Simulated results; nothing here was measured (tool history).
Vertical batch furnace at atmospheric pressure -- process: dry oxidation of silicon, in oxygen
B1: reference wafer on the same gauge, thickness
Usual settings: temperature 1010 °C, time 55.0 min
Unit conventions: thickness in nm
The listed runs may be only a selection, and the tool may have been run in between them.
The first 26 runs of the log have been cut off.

{"run": 27, "hour": 1937.0, "temperature": 1025, "time": 65.5, "B1": 45.61, "thickness": 64.42}
{"run": 28, "hour": 2012.5, "temperature": 996, "time": 55.0, "B1": 45.6, "thickness": 46.3}
{"hour": 2064.6, "done": "gauge calibrated"}
{"hour": 2095.9, "done": "thermocouples replaced and temperature profile calibrated"}
{"run": 29, "hour": 2097.0, "temperature": 992, "time": 34.0, "B1": 45.61, "thickness": 35.51}
{"run": 30, "hour": 2150.1, "temperature": 1010, "time": 55.0, "B1": 45.52, "thickness": 51.66}
{"run": 31, "hour": 2214.1, "temperature": 987, "time": 47.5, "B1": 45.5, "thickness": 40.34}
{"run": 32, "hour": 2303.1, "temperature": 1033, "time": 40.0, "B1": 45.55, "thickness": 51.67}
{"run": 33, "hour": 2340.7, "temperature": 1010, "time": 71.0, "B1": 45.58, "thickness": 59.63}
{"run": 34, "hour": 2422.5, "temperature": 1010, "time": 55.0, "B1": 45.55, "thickness": 51.25}
{"run": 35, "hour": 2504.5, "temperature": 1010, "time": 55.0, "B1": 45.62, "thickness": 51.42}
{"run": 36, "hour": 2560.4, "temperature": 1018, "time": 40.0, "B1": 45.65, "thickness": 45.98}
{"run": 37, "hour": 2612.2, "temperature": 994, "time": 66.5, "B1": 45.6, "thickness": 50.21}
{"run": 38, "hour": 2694.8, "temperature": 1010, "time": 55.0, "B1": 45.59, "thickness": 51.29}
{"run": 39, "hour": 2991.2, "temperature": 989, "time": 81.0, "B1": 45.6, "thickness": 53.93}
{"run": 40, "hour": 3068.1, "temperature": 1010, "time": 55.0, "B1": 45.59, "thickness": 51.04}

What if the next run were any one of these 3? Each begins from the tool's condition after run 40:
{"run": "A", "hour": 3072.4, "temperature": 1010, "time": 55.0, "B1": "?", "thickness": "?"}
{"run": "B", "hour": 3072.4, "temperature": 1003, "time": 28.5, "B1": "?", "thickness": "?"}
{"run": "C", "hour": 3072.4, "temperature": 1017, "time": 48.0, "B1": "?", "thickness": "?"}

run=A B1=45.62 thickness=51.24
run=B B1=45.62 thickness=35.40
run=C B1=45.62 thickness=50.33
The same runs, with their run-to-run variation unchanged, on a tool lacking any hidden condition would have given:
run=A thickness=52.21
run=B thickness=35.96
run=C thickness=51.27
